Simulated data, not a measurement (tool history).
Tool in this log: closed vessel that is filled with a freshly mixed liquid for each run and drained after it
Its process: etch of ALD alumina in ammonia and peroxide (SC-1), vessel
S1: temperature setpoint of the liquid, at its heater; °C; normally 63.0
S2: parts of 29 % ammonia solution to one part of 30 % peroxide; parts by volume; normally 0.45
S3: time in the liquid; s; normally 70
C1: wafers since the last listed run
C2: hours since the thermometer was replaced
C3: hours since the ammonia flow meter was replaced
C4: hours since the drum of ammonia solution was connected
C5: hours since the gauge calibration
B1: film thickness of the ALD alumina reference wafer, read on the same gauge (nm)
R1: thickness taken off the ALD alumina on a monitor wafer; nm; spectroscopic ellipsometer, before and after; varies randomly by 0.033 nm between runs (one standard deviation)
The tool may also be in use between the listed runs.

run    hour    S1    S2   S3     C1      C2      C3     C4      C5     B1     R1
  1     0.0  60.5  0.45   70      0  1260.3   543.2  878.1  3514.4  49.97   5.79
       27.7  -- new drum of ammonia solution connected
  2    59.5  63.0  0.45   70   5636  1319.8   602.7   31.8  3573.9  49.95   6.60
  3   107.4  63.0  0.45   70   4614  1367.7   650.6   79.7  3621.8  49.98   6.64
  4   216.8  63.0  0.45   70  10539  1477.1   760.0  189.1  3731.2  50.03   6.59
  5   262.2  63.0  0.45   70   4373  1522.5   805.4  234.5  3776.6  49.98   6.62
      272.3  -- gauge calibrated
  6   352.2  63.0  0.60   40   8670  1612.5   895.4  324.5    79.9  49.97   3.93
  7   414.2  63.0  0.45   70   5973  1674.5   957.4  386.5   141.9  50.03   6.65
  8   458.7  59.0  0.25   35   4287  1719.0  1001.9  431.0   186.4  50.05   2.55
  9   518.5  58.5  0.35   45   5761  1778.8  1061.7  490.8   246.2  50.04   3.30
 10   819.8  58.0  0.60   80  29028  2080.1  1363.0  792.1   547.5  49.96   6.11
 11   884.6  70.0  0.30   90   6243  2144.9  1427.8  856.9   612.3  49.99  11.64
      886.6  -- ammonia flow meter replaced
 12   953.3  63.0  0.50   70   6522  2213.6    66.7  925.6   681.0  49.94   6.71
      971.4  -- new drum of ammonia solution connected
 13  1054.9  54.5  0.60   85   9692  2315.2   168.3   83.5   782.6  50.00   5.34
 14  1132.1  70.0  0.60   55   7437  2392.4   245.5  160.7   859.8  50.03   7.61
     1173.0  -- thermometer replaced
 15  1216.5  66.5  0.45   70   8035    43.5   329.9  245.1   944.2  49.99   7.58
 16  1296.2  68.5  0.35   30   7678   123.2   409.6  324.8  1023.9  49.97   3.54
 17  1353.4  63.0  0.45   70   5510   180.4   466.8  382.0  1081.1  49.99   6.48
 18  1414.4  63.0  0.45   70   5876   241.4   527.8  443.0  1142.1  49.94   6.52
 19  1486.4  63.0  0.60   95   6936   313.4   599.8  515.0  1214.1  50.00   9.02
 20  1587.6  55.0  0.45  100   9749   414.6   701.0  616.2  1315.3  49.98   6.10
 21  1654.2  63.0  0.30  105   6416   481.2   767.6  682.8  1381.9  50.02   9.41
 22  1723.2  59.0  0.25   35   6647   550.2   836.6  751.8  1450.9  50.05   2.49
 23  1760.3  59.0  0.25   95   3574   587.3   873.7  788.9  1488.0  50.01   6.79
 24  1846.4  63.0  0.45  105   8295   673.4   959.8  875.0  1574.1  50.02   9.72
     1913.6  -- new drum of ammonia solution connected
 25  2125.0  59.0  0.25   35  26744   952.0  1238.4  211.4  1852.7  50.02   2.53
     2153.2  -- ammonia flow meter replaced
 26  2161.8  56.5  0.55   50   3449   988.8     8.6  248.2  1889.5  49.94   3.43
 27  2332.5  63.0  0.25  105  16445  1159.5   179.3  418.9  2060.2  50.03   9.32
 28  2438.3  70.0  0.45   35  10193  1265.3   285.1  524.7  2166.0  50.00   4.64
 29  2511.6  68.0  0.25   55   7061  1338.6   358.4  598.0  2239.3  50.01   6.20

Forecast each of these 4 alternatives for the next run:
  A  2512.3  63.0  0.30  70  67  1339.3  359.1  598.7  2240.0   ?   ?
  B  2512.3  63.0  0.65  70  67  1339.3  359.1  598.7  2240.0   ?   ?
  C  2512.3  63.0  0.55  85  67  1339.3  359.1  598.7  2240.0   ?   ?
  D  2512.3  63.0  0.35  70  67  1339.3  359.1  598.7  2240.0   ?   ?

run     B1    R1
  A  50.00  6.35
  B  50.00  6.83
  C  50.00  8.16
  D  50.00  6.44
Had the tool no hidden state, the same runs would have come out as:
run    R1
  A  6.17
  B  6.64
  C  7.94
  D  6.26
